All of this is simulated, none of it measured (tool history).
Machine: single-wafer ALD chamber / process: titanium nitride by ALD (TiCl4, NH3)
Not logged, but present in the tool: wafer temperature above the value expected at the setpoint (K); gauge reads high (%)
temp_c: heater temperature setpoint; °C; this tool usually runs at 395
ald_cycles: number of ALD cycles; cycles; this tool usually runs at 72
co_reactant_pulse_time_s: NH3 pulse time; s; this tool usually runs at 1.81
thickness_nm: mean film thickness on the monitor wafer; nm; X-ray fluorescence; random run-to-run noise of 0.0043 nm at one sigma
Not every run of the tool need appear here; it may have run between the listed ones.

run	hour	temp_c	ald_cycles	co_reactant_pulse_time_s	wafers since the last listed run	hours since the last thermocouple change	hours since the showerhead was replaced	hours since the gauge calibration	read-back reference wafer on the same gauge, thickness_nm	thickness_nm
1	0	406	72	1.53	0	1873.6	4472.2	89.3	1.31	1.507
2	9.1	401	77	1.81	36	1882.7	4481.3	98.4	1.31	1.621
3	15.8	401	77	1.81	26	1889.4	4488	105.1	1.31	1.614
4	29.6	401	77	1.81	55	1903.2	4501.8	118.9	1.309	1.625
5	43.1	395	72	1.67	54	1916.7	4515.3	132.4	1.309	1.497
6	76.2	395	72	1.67	133	1949.8	4548.4	165.5	1.31	1.498
7	93.4	389	72	1.81	69	1967	4565.6	182.7	1.309	1.496
8	105.7	395	83	1.24	49	1979.3	4577.9	195	1.31	1.703
9	116.8	395	83	1.24	44	1990.4	4589	206.1	1.31	1.688
10	123.3	395	72	1.81	26	1996.9	4595.5	212.6	1.311	1.504
11	141	395	72	1.81	71	2014.6	4613.2	230.3	1.31	1.506
12	156.5	382	80	2.3	62	2030.1	4628.7	245.8	1.311	1.672
# hour 163.1: gauge calibrated
# hour 202.6: thermocouple changed; heater temperature recalibrated
13	203.2	401	67	1.81	155	0.6	4675.4	40.1	1.311	1.409
14	212.5	395	76	2.03	37	9.9	4684.7	49.4	1.31	1.603
# hour 225.4: showerhead replaced
15	225.9	395	64	1.81	21	23.3	0.5	62.8	1.31	1.336
16	240	395	76	2.03	56	37.4	14.6	76.9	1.31	1.6
17	250.9	395	85	1.81	43	48.3	25.5	87.8	1.31	1.778
18	257.1	395	78	1.81	24	54.5	31.7	94	1.31	1.634
19	272.6	395	72	1.81	62	70	47.2	109.5	1.31	1.516
20	288.5	401	61	2.4	63	85.9	63.1	125.4	1.31	1.295

What if the next run were any one of these 4? Each begins from the tool's condition after run 20:
A	289.1	395	72	2.52	2	86.5	63.7	126	?	?
B	289.1	404	72	1.12	2	86.5	63.7	126	?	?
C	289.1	389	81	2.53	2	86.5	63.7	126	?	?
D	289.1	395	82	1.81	2	86.5	63.7	126	?	?

run	read-back reference wafer on the same gauge, thickness_nm	thickness_nm
A	1.311	1.521
B	1.311	1.469
C	1.311	1.705
D	1.311	1.706
With the hidden condition removed and each run's random variation left untouched, the same runs would have given:
run	thickness_nm
A	1.521
B	1.469
C	1.705
D	1.706
